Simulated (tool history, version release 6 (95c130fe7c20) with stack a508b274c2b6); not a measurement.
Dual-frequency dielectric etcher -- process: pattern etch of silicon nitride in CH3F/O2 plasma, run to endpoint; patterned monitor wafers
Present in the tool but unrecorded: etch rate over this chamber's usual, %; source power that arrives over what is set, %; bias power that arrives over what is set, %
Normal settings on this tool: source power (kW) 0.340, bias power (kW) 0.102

run,hour,source power (kW),bias power (kW),wafers since the last listed run,hours since the last wet clean,hours since the last source power generator calibration,hours since the last bias power generator calibration,hours since the last upper electrode change,"incoming incoming film thickness, nm",endpoint time (s)
1,0.0,0.340,0.102,0,517.7,1937.5,2789.0,5150.8,104.6,102.0
2,50.5,0.340,0.102,339,568.2,1988.0,2839.5,5201.3,104.2,101.4
# hour 97.3: wet clean of the chamber
3,110.1,0.340,0.102,239,12.8,2047.6,2899.1,5260.9,103.8,102.1
4,137.6,0.340,0.102,185,40.3,2075.1,2926.6,5288.4,104.2,103.6
5,165.6,0.320,0.102,188,68.3,2103.1,2954.6,5316.4,103.9,104.1
6,190.4,0.340,0.102,166,93.1,2127.9,2979.4,5341.2,104.2,103.0
# hour 251.9: upper electrode replaced
7,261.9,0.340,0.102,319,164.6,2199.4,3050.9,10.0,103.3,101.6
8,328.6,0.340,0.102,448,231.3,2266.1,3117.6,76.7,103.3,101.5
9,358.2,0.280,0.094,199,260.9,2295.7,3147.2,106.3,103.3,110.1
10,411.6,0.280,0.094,359,314.3,2349.1,3200.6,159.7,103.8,110.1
# hour 441.0: source power generator calibrated
11,479.4,0.320,0.085,429,382.1,38.4,3268.4,227.5,104.5,109.1
12,531.9,0.320,0.085,353,434.6,90.9,3320.9,280.0,103.8,108.6
13,568.8,0.340,0.102,248,471.5,127.8,3357.8,316.9,105.1,101.7
# hour 631.4: bias power generator calibrated
14,631.9,0.290,0.120,397,534.6,190.9,0.5,380.0,104.6,99.4
# hour 706.8: wet clean of the chamber
15,707.3,0.310,0.112,346,0.5,266.3,75.9,455.4,102.5,99.2
16,732.2,0.380,0.082,167,25.4,291.2,100.8,480.3,103.1,105.7
17,765.2,0.340,0.102,222,58.4,324.2,133.8,513.3,103.8,101.4
18,803.8,0.380,0.115,259,97.0,362.8,172.4,551.9,102.8,93.7
19,848.5,0.320,0.077,300,141.7,407.5,217.1,596.6,104.0,113.6
20,904.9,0.390,0.079,379,198.1,463.9,273.5,653.0,103.6,105.8
21,952.0,0.320,0.092,317,245.2,511.0,320.6,700.1,103.9,106.7
22,1001.0,0.370,0.087,329,294.2,560.0,369.6,749.1,102.6,103.1
23,1063.8,0.340,0.093,422,357.0,622.8,432.4,811.9,103.7,104.0
24,1107.2,0.310,0.117,292,400.4,666.2,475.8,855.3,103.5,98.4
25,1168.8,0.310,0.079,414,462.0,727.8,537.4,916.9,104.3,112.6
# hour 1308.7: wet clean of the chamber
26,1351.6,0.280,0.114,1068,42.9,910.6,720.2,1099.7,102.8,102.4
27,1403.5,0.260,0.127,349,94.8,962.5,772.1,1151.6,102.7,100.9
28,1428.1,0.340,0.102,165,119.4,987.1,796.7,1176.2,103.8,102.3
29,1471.3,0.310,0.122,290,162.6,1030.3,839.9,1219.4,103.8,98.2
30,1529.1,0.390,0.110,389,220.4,1088.1,897.7,1277.2,104.3,96.2
31,1591.7,0.340,0.093,421,283.0,1150.7,960.3,1339.8,103.8,105.6
32,1641.6,0.340,0.102,335,332.9,1200.6,1010.2,1389.7,103.6,101.0
33,1793.4,0.340,0.102,1021,484.7,1352.4,1162.0,1541.5,105.2,103.0
34,1848.5,0.340,0.102,370,539.8,1407.5,1217.1,1596.6,103.0,100.5
# hour 1890.0: wet clean of the chamber
35,1890.5,0.340,0.079,121,0.5,1449.5,1259.1,1638.6,103.8,112.2

4 ways to go on from here, each from the tool as it stands after run 35. What would each give?
A,1891.0,0.340,0.127,3,1.0,1450.0,1259.6,1639.1,103.4,?
B,1891.0,0.420,0.102,3,1.0,1450.0,1259.6,1639.1,103.4,?
C,1891.0,0.380,0.114,3,1.0,1450.0,1259.6,1639.1,103.4,?
D,1891.0,0.340,0.088,3,1.0,1450.0,1259.6,1639.1,103.4,?

run,endpoint time (s)
A,94.8
B,96.7
C,95.6
D,107.8
With the hidden condition removed and each run's random variation left untouched, the same runs would have given:
run,endpoint time (s)
A,93.3
B,95.2
C,94.1
D,106.0
